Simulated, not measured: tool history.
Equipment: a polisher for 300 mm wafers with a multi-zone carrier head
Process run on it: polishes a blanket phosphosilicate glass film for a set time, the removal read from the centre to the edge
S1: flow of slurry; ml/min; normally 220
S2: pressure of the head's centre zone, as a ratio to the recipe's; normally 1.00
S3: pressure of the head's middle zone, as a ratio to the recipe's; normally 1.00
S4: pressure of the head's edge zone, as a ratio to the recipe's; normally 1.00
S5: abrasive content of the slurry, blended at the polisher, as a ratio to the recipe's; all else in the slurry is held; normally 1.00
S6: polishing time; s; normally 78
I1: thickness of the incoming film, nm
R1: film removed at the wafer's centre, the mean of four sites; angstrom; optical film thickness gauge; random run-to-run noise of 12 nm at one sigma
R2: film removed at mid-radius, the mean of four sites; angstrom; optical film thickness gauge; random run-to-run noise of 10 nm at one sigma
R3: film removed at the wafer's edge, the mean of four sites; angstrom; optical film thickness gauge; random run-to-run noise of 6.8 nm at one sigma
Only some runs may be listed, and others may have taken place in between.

run,hour,S1,S2,S3,S4,S5,S6,I1,R1,R2,R3
1,0.0,220,1.00,0.93,1.08,1.00,97,3686.3,10614,10021,11449
2,31.5,220,1.00,1.00,1.00,1.00,78,3679.7,8452,8379,8859
3,65.1,220,1.00,1.00,1.00,1.00,78,3596.9,8344,8242,8737
# hour 77.1: carrier head's membrane replaced by a new one
4,97.6,220,1.00,1.09,1.00,1.00,78,3682.4,8134,8560,8398
5,118.5,220,1.07,1.00,1.00,0.75,97,3723.0,8381,7622,8380
6,144.3,220,1.09,1.00,0.89,0.85,69,3646.2,6683,5940,5971
# hour 151.4: worn pad replaced by a new one
# hour 153.3: edge zone pressure recalibrated
7,208.8,220,1.00,1.05,1.04,1.30,97,3599.1,12312,12406,13247
8,237.5,200,1.00,1.00,1.00,1.00,78,3617.8,8276,8330,8799
9,256.6,220,1.00,1.00,1.00,1.00,78,3680.1,8300,8473,8840
# hour 261.6: centre zone pressure recalibrated
10,273.9,220,1.00,1.00,1.05,1.00,88,3614.0,9406,9427,10139
11,304.1,220,1.00,1.00,1.00,1.00,78,3657.0,7990,8029,8580
# hour 324.6: slurry nozzle cleaned
12,340.1,220,1.08,1.00,1.00,1.00,67,3675.3,7520,6746,7162
13,358.0,220,1.09,1.00,1.00,1.00,78,3716.2,8640,7791,8170
14,375.7,170,1.00,1.00,1.00,1.00,78,3662.4,7425,7307,7805
# hour 388.3: worn pad replaced by a new one
15,393.6,220,1.08,1.00,1.00,1.00,103,3616.1,12419,11387,12337
16,426.2,220,1.08,1.00,1.00,1.00,67,3752.3,8306,7379,7909
17,453.2,220,1.00,1.00,1.00,1.25,78,3613.0,9724,9863,10274
18,474.6,220,1.00,0.90,1.00,1.00,78,3612.7,8462,7950,9026
19,487.8,250,1.00,1.00,1.03,1.10,78,3692.8,9351,9322,9793
20,516.6,190,1.00,1.00,0.95,0.90,78,3704.6,7812,7582,7934
21,542.1,220,1.00,0.92,1.00,0.85,78,3634.3,7413,6921,7737

State the hidden condition of the tool at each of the runs:
slurry flow missing at the pad, %: 0 across all the runs
deviation of the centre zone's pressure from its setpoint, %: 0 across all the runs
deviation of the edge zone's pressure from its setpoint, %: 0 across all the runs
H1: removal rate lost through wear of the pad, %
run,H1
1,2.96
2,4.47
3,6.53
4,8.98
5,10.8
6,13.3
7,2.62
8,3.48
9,4.24
10,5.07
11,6.8
12,9.36
13,10.8
14,12.4
15,0.408
16,0.702
17,1.28
18,1.96
19,2.47
20,3.84
21,5.34
